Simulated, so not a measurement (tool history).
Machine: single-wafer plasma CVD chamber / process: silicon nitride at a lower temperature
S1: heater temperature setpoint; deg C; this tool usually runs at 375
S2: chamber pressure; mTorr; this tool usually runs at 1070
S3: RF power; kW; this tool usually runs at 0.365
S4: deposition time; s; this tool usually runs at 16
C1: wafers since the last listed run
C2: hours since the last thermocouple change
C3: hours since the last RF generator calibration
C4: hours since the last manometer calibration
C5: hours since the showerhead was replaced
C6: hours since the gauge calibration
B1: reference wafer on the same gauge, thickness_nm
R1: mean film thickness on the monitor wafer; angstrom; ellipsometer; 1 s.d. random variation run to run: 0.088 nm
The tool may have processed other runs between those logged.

run	hour	S1	S2	S3	S4	C1	C2	C3	C4	C5	C6	B1	R1
1	0	375	1070	0.365	16	0	896.7	2345.4	2769	4472.4	1124.8	16.898	185.37
# hour 54.9: thermocouple changed; heater temperature recalibrated
2	65.9	375	1070	0.365	16	1499	11	2411.3	2834.9	4538.3	1190.7	16.908	183.9
# hour 103.6: capacitance manometer re-zeroed and calibrated
3	107.9	375	1070	0.365	16	880	53	2453.3	4.3	4580.3	1232.7	16.894	185.75
4	172.8	375	1070	0.365	18.4	1680	117.9	2518.2	69.2	4645.2	1297.6	16.899	209.74
# hour 197.8: RF generator calibrated
5	214.8	375	1070	0.365	18.4	880	159.9	17	111.2	4687.2	1339.6	16.893	220.92
6	277.6	375	1070	0.335	16	1626	222.7	79.8	174	4750	1402.4	16.9	184.27
7	310	375	1070	0.335	16	838	255.1	112.2	206.4	4782.4	1434.8	16.907	183.37
8	357	375	1070	0.365	16	1216	302.1	159.2	253.4	4829.4	1481.8	16.893	189.34
9	394.4	375	1070	0.365	16	968	339.5	196.6	290.8	4866.8	1519.2	16.911	189.01
10	464	375	1140	0.365	16	1802	409.1	266.2	360.4	4936.4	1588.8	16.893	193.51
11	528.5	370	1230	0.32	15.2	1670	473.6	330.7	424.9	5000.9	1653.3	16.896	175.82
# hour 581.1: showerhead replaced
12	581.6	375	1070	0.335	16	1167	526.7	383.8	478	0.5	1706.4	16.886	181.74
13	599.6	375	1070	0.365	15	466	544.7	401.8	496	18.5	1724.4	16.896	177.94
14	635.4	375	1000	0.365	13.5	926	580.5	437.6	531.8	54.3	1760.2	16.904	157.52
15	683	375	1070	0.365	18.4	1232	628.1	485.2	579.4	101.9	1807.8	16.903	218.23
16	708	367	1260	0.41	18.1	647	653.1	510.2	604.4	126.9	1832.8	16.894	236.16
17	764.3	367	1260	0.41	18.1	1457	709.4	566.5	660.7	183.2	1889.1	16.9	235.03
18	793.3	365	1140	0.4	17.6	750	738.4	595.5	689.7	212.2	1918.1	16.911	221.45
19	823.1	385	880	0.365	17.7	771	768.2	625.3	719.5	242	1947.9	16.892	195.22
20	862.8	375	830	0.365	17.9	1027	807.9	665	759.2	281.7	1987.6	16.908	194.42
# hour 866.5: gauge calibrated
21	922.8	375	1070	0.365	16	1553	867.9	725	819.2	341.7	56.3	16.909	186.49
22	993.6	380	920	0.305	14.2	1833	938.7	795.8	890	412.5	127.1	16.891	146.93
23	1023.2	388	1070	0.405	16	766	968.3	825.4	919.6	442.1	156.7	16.889	195.77
24	1050	375	1070	0.32	14.8	693	995.1	852.2	946.4	468.9	183.5	16.909	163.96
25	1078.7	375	1070	0.385	16	743	1023.8	880.9	975.1	497.6	212.2	16.902	191.9
# hour 1129.1: thermocouple changed; heater temperature recalibrated
26	1147.5	381	1280	0.365	16	1574	18.4	949.7	1043.9	566.4	281	16.907	197.26
27	1205.9	375	880	0.42	15	1512	76.8	1008.1	1102.3	624.8	339.4	16.915	178.41
28	1253.9	375	1070	0.365	18.4	1242	124.8	1056.1	1150.3	672.8	387.4	16.915	214.61

Branching from run 28: 4 alternative next runs. What would each branch give?
A	1254.3	375	1260	0.365	16	10	125.2	1056.5	1150.7	673.2	387.8	?	?
B	1254.3	364	1070	0.365	16	10	125.2	1056.5	1150.7	673.2	387.8	?	?
C	1254.3	368	1070	0.43	16	10	125.2	1056.5	1150.7	673.2	387.8	?	?
D	1254.3	375	1340	0.405	18.1	10	125.2	1056.5	1150.7	673.2	387.8	?	?

run	B1	R1
A	16.9	194.96
B	16.9	187.28
C	16.9	201.69
D	16.9	235.05
Without the tool's unlogged condition, the same runs would have read:
run	R1
A	200.65
B	192.75
C	207.2
D	241.83
